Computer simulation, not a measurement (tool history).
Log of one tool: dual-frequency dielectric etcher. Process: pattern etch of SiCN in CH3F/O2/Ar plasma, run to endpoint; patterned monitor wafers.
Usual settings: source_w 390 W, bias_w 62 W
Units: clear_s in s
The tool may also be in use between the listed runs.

run   hour  source_w  bias_w  wafers since the last listed run  hours since the last wet clean  hours since the last source power generator calibration  hours since the last bias power generator calibration  hours since the last upper electrode change  incoming incoming film thickness, nm  clear_s
  1    0.0       390      62                                 0                           411.3                                                   4176.9                                                 3227.0                                       4253.8                                  7.07     21.5
  2   13.9       390      62                               299                           425.2                                                   4190.8                                                 3240.9                                       4267.7                                  7.03     21.4
  3   27.9       390      62                               302                           439.2                                                   4204.8                                                 3254.9                                       4281.7                                  6.99     21.2
      65.9  -- upper electrode replaced
      69.2  -- bias power generator calibrated
  4   69.7       390      62                               313                           481.0                                                   4246.6                                                    0.5                                          3.8                                  6.97     21.2
  5   70.0       390      62                                 6                           481.3                                                   4246.9                                                    0.8                                          4.1                                  6.97     21.4
  6   70.4       430      62                                 8                           481.7                                                   4247.3                                                    1.2                                          4.5                                  6.96     20.3
  7   84.2       430      62                               297                           495.5                                                   4261.1                                                   15.0                                         18.3                                  7.03     20.8
      98.5  -- source power generator calibrated
  8   99.0       420      62                               233                           510.3                                                      0.5                                                   29.8                                         33.1                                  6.99     20.8
     126.2  -- wet clean of the chamber
  9  126.7       300      57                                79                             0.5                                                     28.2                                                   57.5                                         60.8                                  6.96     24.7
 10  127.1       390      62                                 8                             0.9                                                     28.6                                                   57.9                                         61.2                                  6.99     21.1
 11  135.1       450      57                               172                             8.9                                                     36.6                                                   65.9                                         69.2                                  6.92     20.8
 12  151.4       290      46                               351                            25.2                                                     52.9                                                   82.2                                         85.5                                  6.98     27.8
 13  163.3       390      62                               256                            37.1                                                     64.8                                                   94.1                                         97.4                                  6.99     21.3
 14  178.6       450      46                               330                            52.4                                                     80.1                                                  109.4                                        112.7                                  7.05     23.6
 15  186.2       340      47                               164                            60.0                                                     87.7                                                  117.0                                        120.3                                  7.01     25.8
 16  193.1       340      48                               148                            66.9                                                     94.6                                                  123.9                                        127.2                                  6.99     25.7
 17  200.7       470      62                               164                            74.5                                                    102.2                                                  131.5                                        134.8                                  6.95     19.7

Forecast each of these 3 alternatives for the next run:
  A  201.1       390      68                                 8                            74.9                                                    102.6                                                  131.9                                        135.2                                  7.02        ?
  B  201.1       340      52                                 8                            74.9                                                    102.6                                                  131.9                                        135.2                                  7.02        ?
  C  201.1       450      68                                 8                            74.9                                                    102.6                                                  131.9                                        135.2                                  7.02        ?

run  clear_s
  A     20.2
  B     24.3
  C     19.1
Without the tool's hidden state the same runs would have given:
run  clear_s
  A     20.2
  B     24.3
  C     19.1

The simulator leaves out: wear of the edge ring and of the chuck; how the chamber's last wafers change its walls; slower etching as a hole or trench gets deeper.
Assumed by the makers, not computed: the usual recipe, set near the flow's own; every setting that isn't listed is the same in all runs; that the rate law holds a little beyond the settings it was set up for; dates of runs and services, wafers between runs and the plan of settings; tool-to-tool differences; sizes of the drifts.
